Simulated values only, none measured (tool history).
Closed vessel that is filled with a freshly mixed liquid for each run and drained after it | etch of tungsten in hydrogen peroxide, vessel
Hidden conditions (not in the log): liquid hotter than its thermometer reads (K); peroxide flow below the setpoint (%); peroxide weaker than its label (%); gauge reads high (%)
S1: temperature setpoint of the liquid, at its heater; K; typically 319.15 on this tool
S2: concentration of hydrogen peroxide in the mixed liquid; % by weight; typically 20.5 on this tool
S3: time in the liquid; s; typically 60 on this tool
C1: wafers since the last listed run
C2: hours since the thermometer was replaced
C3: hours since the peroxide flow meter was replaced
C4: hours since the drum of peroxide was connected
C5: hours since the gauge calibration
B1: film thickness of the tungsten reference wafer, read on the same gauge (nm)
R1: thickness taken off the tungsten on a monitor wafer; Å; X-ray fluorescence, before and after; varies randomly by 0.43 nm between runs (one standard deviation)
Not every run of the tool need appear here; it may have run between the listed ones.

| run | day | S1 | S2 | S3 | C1 | C2 | C3 | C4 | C5 | B1 | R1 |
|---|---|---|---|---|---|---|---|---|---|---|---|
| 1 | 0 | 319.15 | 20.5 | 60 | 0 | 2775.3 | 135 | 694 | 1050 | 100.01 | 805.4 |
| 2 | 4.388 | 319.15 | 20.5 | 60 | 10254 | 2880.6 | 240.3 | 799.3 | 1155.3 | 100 | 796.9 |
|  | 6.838 | thermometer replaced |
| 3 | 7.3 | 319.15 | 20.5 | 60 | 6709 | 11.1 | 310.2 | 869.2 | 1225.2 | 99.99 | 782.6 |
| 4 | 9.55 | 319.15 | 20.5 | 60 | 5258 | 65.1 | 364.2 | 923.2 | 1279.2 | 99.98 | 783.3 |
| 5 | 13.429 | 319.15 | 20.5 | 60 | 9066 | 158.2 | 457.3 | 1016.3 | 1372.3 | 99.99 | 778.4 |
|  | 13.838 | new drum of peroxide connected |
| 6 | 17.375 | 319.15 | 20.5 | 60 | 9124 | 252.9 | 552 | 84.9 | 1467 | 100 | 784.5 |
| 7 | 22.812 | 321.15 | 20.5 | 60 | 12708 | 383.4 | 682.5 | 215.4 | 1597.5 | 99.99 | 882.5 |
|  | 24.233 | peroxide flow meter replaced |
| 8 | 26.804 | 321.15 | 20.5 | 60 | 9231 | 479.2 | 61.7 | 311.2 | 1693.3 | 100.02 | 886.1 |
| 9 | 30.579 | 319.15 | 20.5 | 60 | 8822 | 569.8 | 152.3 | 401.8 | 1783.9 | 99.99 | 783.7 |
| 10 | 33.6 | 325.65 | 20.5 | 80 | 7060 | 642.3 | 224.8 | 474.3 | 1856.4 | 100 | 1570.4 |
| 11 | 35.583 | 319.15 | 25 | 60 | 4635 | 689.9 | 272.4 | 521.9 | 1904 | 100 | 868.2 |
|  | 39.054 | gauge calibrated |
| 12 | 39.167 | 311.65 | 17 | 60 | 8374 | 775.9 | 358.4 | 607.9 | 2.7 | 99.99 | 447.9 |
| 13 | 42.9 | 312.15 | 15 | 85 | 8725 | 865.5 | 448 | 697.5 | 92.3 | 100 | 609.9 |
| 14 | 46.242 | 314.65 | 18 | 60 | 7809 | 945.7 | 528.2 | 777.7 | 172.5 | 100 | 557.6 |
| 15 | 48.446 | 325.15 | 26.5 | 60 | 5151 | 998.6 | 581.1 | 830.6 | 225.4 | 99.96 | 1292.9 |
| 16 | 50.738 | 319.15 | 20.5 | 60 | 5355 | 1053.6 | 636.1 | 885.6 | 280.4 | 99.98 | 787.1 |
| 17 | 53.608 | 319.15 | 20.5 | 60 | 6709 | 1122.5 | 705 | 954.5 | 349.3 | 100.03 | 791.7 |
|  | 56.662 | new drum of peroxide connected |
| 18 | 58.108 | 319.15 | 20.5 | 60 | 10419 | 1230.5 | 813 | 34.7 | 457.3 | 100 | 796.2 |
| 19 | 59.783 | 327.65 | 20.5 | 75 | 3914 | 1270.7 | 853.2 | 74.9 | 497.5 | 100.01 | 1676 |
|  | 59.888 | peroxide flow meter replaced |
| 20 | 63.875 | 319.15 | 20.5 | 60 | 9465 | 1368.9 | 95.7 | 173.1 | 595.7 | 100.01 | 794.3 |
| 21 | 65.412 | 319.15 | 25.5 | 30 | 3593 | 1405.8 | 132.6 | 210 | 632.6 | 99.99 | 438 |
| 22 | 69.85 | 316.65 | 25.5 | 60 | 10371 | 1512.3 | 239.1 | 316.5 | 739.1 | 100 | 757.7 |
| 23 | 72.933 | 319.15 | 20.5 | 60 | 7206 | 1586.3 | 313.1 | 390.5 | 813.1 | 99.98 | 786.2 |
| 24 | 74.517 | 311.65 | 14.5 | 30 | 3700 | 1624.3 | 351.1 | 428.5 | 851.1 | 100 | 208.6 |
| 25 | 76.321 | 326.65 | 14.5 | 60 | 4216 | 1667.6 | 394.4 | 471.8 | 894.4 | 99.99 | 1055.1 |
| 26 | 78.05 | 322.65 | 18 | 60 | 4041 | 1709.1 | 435.9 | 513.3 | 935.9 | 99.98 | 915.9 |
| 27 | 81.204 | 319.15 | 20.5 | 60 | 7371 | 1784.8 | 511.6 | 589 | 1011.6 | 100 | 790.4 |
| 28 | 83.267 | 319.15 | 20.5 | 60 | 4820 | 1834.3 | 561.1 | 638.5 | 1061.1 | 99.99 | 794.4 |
| 29 | 86.596 | 309.65 | 15 | 75 | 7780 | 1914.2 | 641 | 718.4 | 1141 | 100 | 466.5 |
|  | 88.304 | peroxide flow meter replaced |
| 30 | 89.338 | 319.15 | 20.5 | 75 | 6310 | 1980 | 24.8 | 784.2 | 1206.8 | 99.99 | 997.9 |
| 31 | 97.383 | 327.15 | 25.5 | 60 | 18804 | 2173.1 | 217.9 | 977.3 | 1399.9 | 99.98 | 1450.7 |

Consider 3 possible next runs. They are alternatives, not a sequence: every one starts from the tool as it was left by run 31. What does each give?
| A | 97.412 | 319.15 | 20.5 | 60 | 68 | 2173.8 | 218.6 | 978 | 1400.6 | ? | ? |
| B | 97.412 | 312.65 | 18 | 45 | 68 | 2173.8 | 218.6 | 978 | 1400.6 | ? | ? |
| C | 97.412 | 309.15 | 20.5 | 60 | 68 | 2173.8 | 218.6 | 978 | 1400.6 | ? | ? |

| run | B1 | R1 |
|---|---|---|
| A | 100.02 | 793.4 |
| B | 100.02 | 368.2 |
| C | 100.02 | 416.1 |
Without the tool's hidden state the same runs would have given:
| run | R1 |
|---|---|
| A | 777.2 |
| B | 360.4 |
| C | 407 |
